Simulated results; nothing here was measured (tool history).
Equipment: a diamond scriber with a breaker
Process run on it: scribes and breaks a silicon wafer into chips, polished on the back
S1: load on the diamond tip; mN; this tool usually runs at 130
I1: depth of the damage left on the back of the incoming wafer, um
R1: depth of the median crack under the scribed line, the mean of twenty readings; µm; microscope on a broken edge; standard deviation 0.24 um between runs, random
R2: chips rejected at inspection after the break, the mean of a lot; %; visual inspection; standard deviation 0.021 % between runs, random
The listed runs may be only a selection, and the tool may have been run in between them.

{"run": 1, "day": 0.0, "S1": 130, "I1": 0.03, "R1": 14.86, "R2": 0.53}
{"run": 2, "day": 4.058, "S1": 130, "I1": 0.03, "R1": 15.34, "R2": 0.54}
{"run": 3, "day": 5.129, "S1": 130, "I1": 0.01, "R1": 14.77, "R2": 0.54}
{"run": 4, "day": 6.025, "S1": 130, "I1": 0.03, "R1": 14.95, "R2": 0.53}
{"run": 5, "day": 7.512, "S1": 130, "I1": 0.05, "R1": 14.72, "R2": 0.63}
{"run": 6, "day": 8.433, "S1": 130, "I1": 0.05, "R1": 15.23, "R2": 0.57}
{"day": 8.967, "done": "diamond tip replaced by a new one"}
{"run": 7, "day": 9.354, "S1": 130, "I1": 0.03, "R1": 15.62, "R2": 0.67}
{"run": 8, "day": 10.412, "S1": 130, "I1": 0.05, "R1": 15.4, "R2": 0.77}
{"run": 9, "day": 11.729, "S1": 141, "I1": 0.05, "R1": 17.16, "R2": 2.05}
{"run": 10, "day": 12.329, "S1": 142, "I1": 0.02, "R1": 16.77, "R2": 2.1}
{"day": 15.429, "done": "load on the tip recalibrated"}
{"run": 11, "day": 15.608, "S1": 160, "I1": 0.05, "R1": 17.22, "R2": 3.13}
{"run": 12, "day": 16.112, "S1": 168, "I1": 0.02, "R1": 17.6, "R2": 4.62}
{"run": 13, "day": 17.45, "S1": 142, "I1": 0.03, "R1": 16.19, "R2": 1.02}
{"run": 14, "day": 18.288, "S1": 108, "I1": 0.04, "R1": 12.11, "R2": 2.7}
{"run": 15, "day": 19.492, "S1": 117, "I1": 0.02, "R1": 13.59, "R2": 1.08}
{"run": 16, "day": 20.888, "S1": 161, "I1": 0.04, "R1": 17.51, "R2": 3.57}

What if the next run were any one of these 3? Each begins from the tool's condition after run 16:
{"run": "A", "day": 20.912, "S1": 153, "I1": 0.03, "R1": "?", "R2": "?"}
{"run": "B", "day": 20.912, "S1": 110, "I1": 0.03, "R1": "?", "R2": "?"}
{"run": "C", "day": 20.912, "S1": 146, "I1": 0.03, "R1": "?", "R2": "?"}

run=A R1=16.61 R2=2.45
run=B R1=12.60 R2=2.10
run=C R1=15.99 R2=1.56
Stripped of hidden state, with their random variation kept, the same runs would have yielded:
run=A R1=16.42 R2=2.15
run=B R1=12.46 R2=2.39
run=C R1=15.81 R2=1.34

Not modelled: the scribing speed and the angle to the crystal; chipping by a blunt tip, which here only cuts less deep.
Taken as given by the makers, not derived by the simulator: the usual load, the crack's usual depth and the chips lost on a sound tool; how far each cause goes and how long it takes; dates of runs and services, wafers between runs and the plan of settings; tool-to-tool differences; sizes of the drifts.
